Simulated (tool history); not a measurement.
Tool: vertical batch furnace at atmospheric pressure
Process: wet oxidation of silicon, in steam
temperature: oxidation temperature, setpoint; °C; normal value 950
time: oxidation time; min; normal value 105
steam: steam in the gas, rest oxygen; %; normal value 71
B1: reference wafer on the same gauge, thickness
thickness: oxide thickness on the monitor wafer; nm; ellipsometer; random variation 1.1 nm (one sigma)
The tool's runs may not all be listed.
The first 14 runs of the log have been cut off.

-- hour=1018.1 gauge calibrated
run 15 hour=1056.1 | temperature=950 time=105 steam=71 | B1=278.64 | thickness=349.02
run 16 hour=1146.7 | temperature=950 time=105 steam=71 | B1=279.3 | thickness=348.76
run 17 hour=1186.6 | temperature=950 time=144.5 steam=71 | B1=278.99 | thickness=444.53
run 18 hour=1249.4 | temperature=950 time=144.5 steam=71 | B1=278.78 | thickness=444.7
run 19 hour=1298.6 | temperature=950 time=105 steam=75 | B1=279.29 | thickness=366.85
run 20 hour=1392.3 | temperature=950 time=105 steam=71 | B1=279.05 | thickness=350.83
-- hour=1435.5 thermocouples replaced and temperature profile calibrated, repeated, since the last time left the tool worse
run 21 hour=1495.6 | temperature=929 time=105 steam=64 | B1=278.87 | thickness=248.55
run 22 hour=1564.9 | temperature=950 time=131 steam=68 | B1=279.55 | thickness=377.14
run 23 hour=1604.3 | temperature=957 time=105 steam=77 | B1=278.96 | thickness=374.43
run 24 hour=1658.8 | temperature=968 time=143 steam=77 | B1=279.03 | thickness=509.29
-- hour=1738.8 steam generator serviced
run 25 hour=1739.3 | temperature=950 time=105 steam=71 | B1=279 | thickness=331.18
run 26 hour=1823.9 | temperature=933 time=122.5 steam=67 | B1=278.95 | thickness=306.29
run 27 hour=1910.3 | temperature=961 time=105 steam=61 | B1=279.11 | thickness=327.61
run 28 hour=1999.3 | temperature=970 time=152.5 steam=71 | B1=279.35 | thickness=511.84
run 29 hour=2043 | temperature=967 time=66.5 steam=71 | B1=279.02 | thickness=273.63
run 30 hour=2126.1 | temperature=950 time=105 steam=71 | B1=278.69 | thickness=331.55
run 31 hour=2191.3 | temperature=950 time=139.5 steam=82 | B1=279.01 | thickness=451.79
run 32 hour=2232.4 | temperature=950 time=68.5 steam=79 | B1=279.07 | thickness=258.56
run 33 hour=2287.1 | temperature=961 time=137.5 steam=63 | B1=279.38 | thickness=409.78
run 34 hour=2376.3 | temperature=950 time=68.5 steam=71 | B1=278.92 | thickness=237.33
run 35 hour=2440.6 | temperature=966 time=151 steam=71 | B1=279.11 | thickness=495.58
run 36 hour=2478.1 | temperature=936 time=86 steam=64 | B1=279.03 | thickness=226.98

Below are 3 alternative next runs, each starting from the tool's condition after run 36. Predict each:
run A hour=2483.6 | temperature=950 time=105 steam=78 | B1=? | thickness=?
run B hour=2483.6 | temperature=934 time=128.5 steam=67 | B1=? | thickness=?
run C hour=2483.6 | temperature=931 time=138 steam=65 | B1=? | thickness=?

run=A B1=279.24 thickness=354.89
run=B B1=279.24 thickness=318.45
run=C B1=279.24 thickness=319.8
What these runs would have given with no unlogged condition in the tool:
run=A thickness=353.29
run=B thickness=316.98
run=C thickness=318.32
